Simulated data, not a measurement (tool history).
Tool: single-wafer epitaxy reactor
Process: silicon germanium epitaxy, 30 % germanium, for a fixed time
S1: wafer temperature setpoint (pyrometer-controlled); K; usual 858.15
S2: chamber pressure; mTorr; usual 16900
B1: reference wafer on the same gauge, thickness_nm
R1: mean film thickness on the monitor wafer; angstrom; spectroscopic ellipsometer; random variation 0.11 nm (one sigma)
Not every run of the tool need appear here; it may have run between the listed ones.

run	day	S1	S2	B1	R1
1	0.000	858.15	16900	53.960	467.42
2	2.121	858.15	16900	53.981	467.01
3	3.717	858.15	16900	54.006	467.86
4	6.996	858.15	16900	53.966	464.70
5	10.779	858.15	16900	54.019	466.73
6	14.154	858.15	15200	54.017	437.87
7	17.479	858.15	15200	54.022	436.26
8	21.412	865.15	16900	54.001	517.38
9	23.992	865.15	16900	54.002	517.13
10	25.925	865.15	16900	54.006	516.67
11	30.129	858.15	16900	54.006	461.06
12	33.638	858.15	16900	53.982	461.44
13	35.821	858.15	16900	54.054	459.68
14	46.742	858.15	14200	53.996	412.79
15	50.921	858.15	14200	54.017	411.36
16	53.258	858.15	14200	53.980	412.57
17	55.962	867.15	14500	53.984	492.93
18	58.650	867.15	14500	54.013	492.65
19	60.812	858.15	12700	53.991	392.01
20	64.488	858.15	18700	54.019	490.20
21	66.842	866.15	15400	54.004	499.09
22	68.346	867.15	14500	54.003	493.13
23	70.242	873.15	13400	54.004	516.66
24	72.650	845.15	20800	54.014	414.20
25	76.783	853.15	16900	54.012	425.54
26	79.458	858.15	14000	54.012	412.43
27	82.517	858.15	15300	54.018	442.83
28	84.529	858.15	16900	54.006	469.27
29	86.825	848.15	14300	53.994	358.79
30	91.129	864.15	14700	54.013	475.35
31	93.233	870.15	13300	54.005	494.03
32	97.329	864.15	20000	54.008	563.00
33	101.304	858.15	16900	54.028	464.41
34	104.338	870.15	16900	54.016	566.73

Removed from this log: 4 entries logged between the listed runs. Between which two listed runs does each belong, and how does the tool's hidden state at the listed run before it compare with that at the listed run after it?
Runs 13 to 14: showerhead replaced (day 36.975)
  wafer temperature above the value expected at the setpoint (K): -0.614 -> -0.72; true pressure above the setpoint (%): -2.24 -> -3.05
  what was measured, less what the result would be without the hidden state, R1: -10.59 -> -12.20 angstrom
Runs 16 to 17: capacitance manometer re-zeroed and calibrated (day 55.446)
  wafer temperature above the value expected at the setpoint (K): -0.783 -> -0.809; true pressure above the setpoint (%): -3.58 -> 0.0476
  what was measured, less what the result would be without the hidden state, R1: -13.97 -> -6.43 angstrom
Runs 18 to 19: gauge calibrated (day 59.025)
  wafer temperature above the value expected at the setpoint (K): -0.835 -> -0.856; true pressure above the setpoint (%): 0.0428 -> 0.034
  what was measured, less what the result would be without the hidden state, R1: -6.66 -> -5.55 angstrom
Runs 26 to 27: pyrometer calibrated (day 80.858)
  wafer temperature above the value expected at the setpoint (K): -1.04 -> -0.146; true pressure above the setpoint (%): -0.227 -> -0.301
  what was measured, less what the result would be without the hidden state, R1: -7.71 -> -1.81 angstrom
